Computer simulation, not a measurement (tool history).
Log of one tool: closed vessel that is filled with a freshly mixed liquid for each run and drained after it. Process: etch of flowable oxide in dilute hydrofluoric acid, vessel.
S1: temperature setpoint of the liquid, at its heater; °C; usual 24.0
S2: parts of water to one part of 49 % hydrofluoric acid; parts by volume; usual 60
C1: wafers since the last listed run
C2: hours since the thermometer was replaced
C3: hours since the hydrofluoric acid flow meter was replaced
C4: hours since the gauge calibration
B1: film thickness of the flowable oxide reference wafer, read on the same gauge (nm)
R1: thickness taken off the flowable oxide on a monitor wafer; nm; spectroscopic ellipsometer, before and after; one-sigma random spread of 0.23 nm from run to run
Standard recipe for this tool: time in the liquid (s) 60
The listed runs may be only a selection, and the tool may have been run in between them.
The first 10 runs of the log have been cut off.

{"run": 11, "hour": 583.5, "S1": 24.0, "S2": 60, "time in the liquid (s)": 45, "C1": 5426, "C2": 2242.0, "C3": 484.7, "C4": 926.0, "B1": 60.05, "R1": 34.89}
{"run": 12, "hour": 655.3, "S1": 24.0, "S2": 60, "time in the liquid (s)": 45, "C1": 6184, "C2": 2313.8, "C3": 556.5, "C4": 997.8, "B1": 60.05, "R1": 35.06}
{"run": 13, "hour": 717.5, "S1": 24.0, "S2": 60, "time in the liquid (s)": 45, "C1": 5357, "C2": 2376.0, "C3": 618.7, "C4": 1060.0, "B1": 60.03, "R1": 34.99}
{"hour": 813.4, "done": "thermometer replaced"}
{"hour": 833.3, "done": "hydrofluoric acid flow meter replaced"}
{"run": 14, "hour": 833.8, "S1": 24.0, "S2": 60, "time in the liquid (s)": 75, "C1": 9845, "C2": 20.4, "C3": 0.5, "C4": 1176.3, "B1": 59.97, "R1": 59.19}
{"run": 15, "hour": 899.4, "S1": 21.5, "S2": 35, "time in the liquid (s)": 35, "C1": 5650, "C2": 86.0, "C3": 66.1, "C4": 1241.9, "B1": 59.94, "R1": 43.45}
{"run": 16, "hour": 944.5, "S1": 29.0, "S2": 85, "time in the liquid (s)": 75, "C1": 3884, "C2": 131.1, "C3": 111.2, "C4": 1287.0, "B1": 59.95, "R1": 49.16}
{"run": 17, "hour": 1000.4, "S1": 24.0, "S2": 60, "time in the liquid (s)": 60, "C1": 4815, "C2": 187.0, "C3": 167.1, "C4": 1342.9, "B1": 60.0, "R1": 46.58}
{"run": 18, "hour": 1041.2, "S1": 24.0, "S2": 60, "time in the liquid (s)": 45, "C1": 3514, "C2": 227.8, "C3": 207.9, "C4": 1383.7, "B1": 60.02, "R1": 35.43}
{"run": 19, "hour": 1250.0, "S1": 19.5, "S2": 30, "time in the liquid (s)": 90, "C1": 17985, "C2": 436.6, "C3": 416.7, "C4": 1592.5, "B1": 59.99, "R1": 121.2}
{"run": 20, "hour": 1306.7, "S1": 20.0, "S2": 60, "time in the liquid (s)": 35, "C1": 4883, "C2": 493.3, "C3": 473.4, "C4": 1649.2, "B1": 60.04, "R1": 23.14}
{"run": 21, "hour": 1369.2, "S1": 24.0, "S2": 60, "time in the liquid (s)": 60, "C1": 5383, "C2": 555.8, "C3": 535.9, "C4": 1711.7, "B1": 59.98, "R1": 47.46}
{"run": 22, "hour": 1414.5, "S1": 29.0, "S2": 50, "time in the liquid (s)": 45, "C1": 3901, "C2": 601.1, "C3": 581.2, "C4": 1757.0, "B1": 60.02, "R1": 52.73}
{"run": 23, "hour": 1462.5, "S1": 24.0, "S2": 60, "time in the liquid (s)": 85, "C1": 4134, "C2": 649.1, "C3": 629.2, "C4": 1805.0, "B1": 59.99, "R1": 66.83}
{"hour": 1522.7, "done": "gauge calibrated"}
{"hour": 1575.1, "done": "hydrofluoric acid flow meter replaced"}
{"run": 24, "hour": 1634.3, "S1": 25.5, "S2": 60, "time in the liquid (s)": 60, "C1": 14712, "C2": 820.9, "C3": 59.2, "C4": 111.6, "B1": 59.97, "R1": 49.73}
{"run": 25, "hour": 1710.1, "S1": 21.5, "S2": 45, "time in the liquid (s)": 60, "C1": 6529, "C2": 896.7, "C3": 135.0, "C4": 187.4, "B1": 60.02, "R1": 56.79}
{"run": 26, "hour": 1779.9, "S1": 26.5, "S2": 50, "time in the liquid (s)": 60, "C1": 6012, "C2": 966.5, "C3": 204.8, "C4": 257.2, "B1": 59.98, "R1": 63.35}
{"run": 27, "hour": 1845.9, "S1": 21.5, "S2": 60, "time in the liquid (s)": 60, "C1": 5685, "C2": 1032.5, "C3": 270.8, "C4": 323.2, "B1": 59.94, "R1": 42.01}
{"run": 28, "hour": 1888.6, "S1": 21.5, "S2": 60, "time in the liquid (s)": 60, "C1": 3678, "C2": 1075.2, "C3": 313.5, "C4": 365.9, "B1": 60.0, "R1": 42.19}
{"run": 29, "hour": 1941.7, "S1": 24.0, "S2": 60, "time in the liquid (s)": 60, "C1": 4573, "C2": 1128.3, "C3": 366.6, "C4": 419.0, "B1": 59.97, "R1": 46.78}
{"run": 30, "hour": 1965.9, "S1": 24.0, "S2": 60, "time in the liquid (s)": 60, "C1": 2084, "C2": 1152.5, "C3": 390.8, "C4": 443.2, "B1": 60.01, "R1": 46.91}
{"run": 31, "hour": 2012.6, "S1": 24.0, "S2": 70, "time in the liquid (s)": 85, "C1": 4022, "C2": 1199.2, "C3": 437.5, "C4": 489.9, "B1": 59.96, "R1": 55.67}
{"run": 32, "hour": 2058.7, "S1": 21.5, "S2": 50, "time in the liquid (s)": 60, "C1": 3970, "C2": 1245.3, "C3": 483.6, "C4": 536.0, "B1": 59.99, "R1": 51.7}
{"run": 33, "hour": 2112.7, "S1": 24.0, "S2": 60, "time in the liquid (s)": 90, "C1": 4651, "C2": 1299.3, "C3": 537.6, "C4": 590.0, "B1": 60.02, "R1": 70.91}
{"run": 34, "hour": 2176.7, "S1": 22.0, "S2": 70, "time in the liquid (s)": 45, "C1": 5512, "C2": 1363.3, "C3": 601.6, "C4": 654.0, "B1": 60.05, "R1": 27.55}

Consider 3 possible next runs. They are alternatives, not a sequence: every one starts from the tool as it was left by run 34. What does each give?
{"run": "A", "hour": 2177.4, "S1": 24.0, "S2": 40, "time in the liquid (s)": 60, "C1": 60, "C2": 1364.0, "C3": 602.3, "C4": 654.7, "B1": "?", "R1": "?"}
{"run": "B", "hour": 2177.4, "S1": 24.0, "S2": 80, "time in the liquid (s)": 60, "C1": 60, "C2": 1364.0, "C3": 602.3, "C4": 654.7, "B1": "?", "R1": "?"}
{"run": "C", "hour": 2177.4, "S1": 24.0, "S2": 75, "time in the liquid (s)": 85, "C1": 60, "C2": 1364.0, "C3": 602.3, "C4": 654.7, "B1": "?", "R1": "?"}

run=A B1=60.01 R1=72.46
run=B B1=60.01 R1=34.44
run=C B1=60.01 R1=52.36
Had the tool no hidden state, the same runs would have come out as:
run=A R1=72.27
run=B R1=34.29
run=C R1=52.15

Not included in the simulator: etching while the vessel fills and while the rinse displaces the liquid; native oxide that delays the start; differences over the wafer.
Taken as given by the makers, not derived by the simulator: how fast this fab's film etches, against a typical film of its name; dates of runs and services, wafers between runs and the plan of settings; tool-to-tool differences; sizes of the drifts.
